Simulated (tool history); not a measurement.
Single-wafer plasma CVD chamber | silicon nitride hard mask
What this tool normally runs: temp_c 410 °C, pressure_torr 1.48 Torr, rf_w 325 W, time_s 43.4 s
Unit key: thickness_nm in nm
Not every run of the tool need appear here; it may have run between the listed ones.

run   hour  temp_c  pressure_torr  rf_w  time_s  read-back reference wafer on the same gauge, thickness_nm  thickness_nm
  1      0     410           1.48   325    43.4                                                     62.271        54.891
  2   12.1     405           1.48   325    38.2                                                     62.281        48.448
  3   29.5     405           1.48   325    38.2                                                     62.286        48.521
  4   44.3     405           1.48   325    38.2                                                     62.304        48.393
  5   53.1     410           1.48   325    43.4                                                     62.297        54.995
  6   66.5     418           1.15   265    39.3                                                     62.276        38.535
  7   84.4     410           1.22   265      46                                                      62.32         45.98
  8   92.1     410           1.29   325    43.4                                                     62.303        52.952
       102  -- thermocouple changed; heater temperature recalibrated
     114.3  -- capacitance manometer re-zeroed and calibrated
  9  114.8     410           1.48   325    43.4                                                      62.31         53.68
 10  125.8     410           1.48   325    38.6                                                     62.294          47.9
 11  132.3     418           1.35   360    49.7                                                      62.31        64.761
 12  150.2     396           1.31   380      35                                                     62.312        47.645
 13  163.8     420           1.73   325    50.7                                                     62.288        65.104
 14  170.8     410           1.48   325    43.4                                                      62.32        53.774

The next listed run, before its measurement:
     182.8  -- showerhead replaced
 15  183.3     417           1.48   280    43.4                                                          ?             ?

{"run 15": {"read-back reference wafer on the same gauge, thickness_nm": 62.288, "thickness_nm": 47.073}}
Take away the tool's hidden state, keep the run-to-run variation as it was, and the same run would have given thickness_nm 47.303 nm.
